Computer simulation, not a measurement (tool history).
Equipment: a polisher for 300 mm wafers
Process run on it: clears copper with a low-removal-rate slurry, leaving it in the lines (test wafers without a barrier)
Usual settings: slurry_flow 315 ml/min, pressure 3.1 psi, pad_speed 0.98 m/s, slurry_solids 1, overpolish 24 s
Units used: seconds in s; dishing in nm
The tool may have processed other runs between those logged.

run,hour,slurry_flow,pressure,pad_speed,slurry_solids,overpolish,wafers since the last listed run,wafers polished on this pad,hours since the slurry nozzle was cleaned,hours since the head pressure was calibrated,hours since the slurry blender was calibrated,"incoming thickness of the incoming film, nm",seconds,dishing
1,0,315,2.2,0.98,1,24,0,385,231.8,923.3,636.9,269.1,125.5,32.8
# hour 33.5: slurry blender recalibrated
2,103.9,315,3.1,0.98,1,24,546,932,335.7,1027.2,70.4,268.7,83.4,47
3,206.8,315,3.1,0.98,1,24,551,1484,438.6,1130.1,173.3,266.2,83.7,46.9
# hour 220.7: head pressure recalibrated
4,265.6,315,3.1,0.98,1,24,304,1788,497.4,44.9,232.1,266,87.5,45.6
5,310.2,315,3.1,0.74,0.9,24,239,2027,542,89.5,276.7,269.9,121.2,34.5
# hour 346.9: slurry nozzle cleaned
6,402.1,315,3.1,0.74,0.9,24,487,2515,55.2,181.4,368.6,273.7,122.7,36.5
7,507.4,315,3.1,0.74,0.9,24,564,3080,160.5,286.7,473.9,267.4,120.3,35
# hour 549.6: worn pad replaced by a new one, of another model than before
8,607.9,315,3.1,0.9,1,24,517,312,261,387.2,574.4,271.7,97.7,42.1
# hour 694.4: slurry blender recalibrated
9,708.3,315,3.1,0.9,1,24,527,840,361.4,487.6,13.9,276.2,90.5,44.2
10,750.1,315,3.1,0.98,1,24,224,1064,403.2,529.4,55.7,264.9,83.7,45.8
11,815.9,315,3.1,0.98,1,24,352,1417,469,595.2,121.5,269.1,85.8,47
12,865.6,315,3.1,0.98,1,24,266,1683,518.7,644.9,171.2,274.9,88.1,44
13,926.7,315,3.1,0.98,1,24,327,2011,579.8,706,232.3,266.7,87.6,43.7
# hour 1074.4: slurry nozzle cleaned
14,1106.5,375,2.3,0.98,0.75,24,958,2970,32.1,885.8,412.1,269.7,118,36.4
# hour 1120.9: worn pad replaced by a new one
15,1196.3,315,3.1,0.98,0.85,30,460,404,121.9,975.6,501.9,266,92.8,51.8
16,1239.9,315,3.1,0.98,1,24,233,638,165.5,1019.2,545.5,272,92.2,44.8
# hour 1247.6: slurry blender recalibrated
17,1293.6,370,3.1,1.12,1,24,277,915,219.2,1072.9,46,272.6,75.7,50.8
18,1375.1,315,3.1,0.98,1,24,437,1352,300.7,1154.4,127.5,270.6,85.5,46.2
19,1482.9,350,3.1,1.32,0.75,37,578,1930,408.5,1262.2,235.3,265.5,72,68
# hour 1510.5: head pressure recalibrated
20,1561.2,225,3.1,0.98,1,24,409,2339,486.8,50.7,313.6,270.2,92.5,43.7
21,1631,315,2.7,0.76,0.75,24,374,2714,556.6,120.5,383.4,272.8,126.9,35.9
# hour 1763.5: slurry nozzle cleaned
# hour 1783.2: worn pad replaced by a new one
# hour 1856.4: slurry blender recalibrated
22,1865.1,315,3.1,0.98,1,16,1217,428,101.6,354.6,8.7,268.6,79.3,35.2
23,1971.7,315,3.1,0.74,0.9,24,571,1000,208.2,461.2,115.3,268.6,106.2,39.6
24,2049,225,3.1,0.98,1.1,24,414,1415,285.5,538.5,192.6,264.5,86.2,45.9
25,2095.6,375,3.1,0.78,1.25,24,249,1664,332.1,585.1,239.2,270.5,99.4,43.1
26,2155.6,315,3.1,0.98,1,32,321,1986,392.1,645.1,299.2,271.6,88.3,57.3
27,2228.7,315,4.1,0.98,0.8,24,392,2378,465.2,718.2,372.3,266.6,74.7,52.7
# hour 2299.8: worn pad replaced by a new one
28,2310.9,315,3.8,0.98,1,24,419,59,547.4,800.4,454.5,270.1,76.1,49.6
# hour 2359.7: slurry nozzle cleaned
29,2401,405,3.1,0.98,0.7,24,477,537,41.3,890.5,544.6,273.4,98,40.3

What the log doesn't show, run by run:
removal rate lost through wear of the pad, %: 0 in every run
slurry flow missing at the pad, %: 0 in every run
deviation of the head's pressure from its setpoint, %: 0 in every run
H1: abrasive missing from the slurry, %
run,H1
1,38
2,14.1
3,24.7
4,28.6
5,30.9
6,34.3
7,36.6
8,37.9
9,5.04
10,11.7
11,19.6
12,24
13,28.2
14,34.9
15,36.5
16,37.1
17,8.1
18,18
19,26.2
20,29.8
21,32
22,1.72
23,16.6
24,23.2
25,26.2
26,29
27,31.5
28,33.4
29,34.7
